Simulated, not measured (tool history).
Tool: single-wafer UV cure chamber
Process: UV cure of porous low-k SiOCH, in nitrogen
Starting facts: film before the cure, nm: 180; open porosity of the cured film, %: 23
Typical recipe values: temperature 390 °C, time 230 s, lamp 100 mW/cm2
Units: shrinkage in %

run	hour	temperature	time	lamp	shrinkage
1	0.0	390	230	100	12.900
2	44.7	390	230	100	13.276
3	207.6	390	140	100	9.985
4	257.3	390	230	118	13.280
# hour 274.2: quartz window cleaned
5	289.3	390	230	118	13.782
6	315.2	390	230	100	12.765
7	376.6	390	230	70	10.678
8	401.4	390	230	70	10.661
9	463.0	390	230	70	10.655
10	532.0	390	230	100	12.116
# hour 543.6: quartz window cleaned
11	574.2	380	230	134	14.106
12	725.9	390	285	83	12.497
13	797.8	400	230	111	12.703
# hour 818.8: quartz window cleaned
14	865.0	390	230	100	13.083
15	915.6	384	95	119	9.210
# hour 929.5: UV bulbs replaced
# hour 1048.8: quartz window cleaned
16	1090.5	390	230	100	12.684
17	1157.0	384	230	100	12.714
18	1192.4	401	305	62	11.658
19	1258.0	395	230	130	13.148
20	1291.4	390	365	100	14.282
# hour 1319.7: quartz window cleaned
21	1336.0	390	120	130	10.948

Branching from run 21: 4 alternative next runs. What would each branch give?
A	1336.5	390	230	131	?
B	1336.5	400	110	85	?
C	1336.5	373	335	100	?
D	1336.5	406	315	65	?

run	shrinkage
A	14.191
B	8.911
C	14.374
D	12.612
What these runs would have given with no unlogged condition in the tool:
run	shrinkage
A	14.337
B	9.041
C	14.520
D	12.753
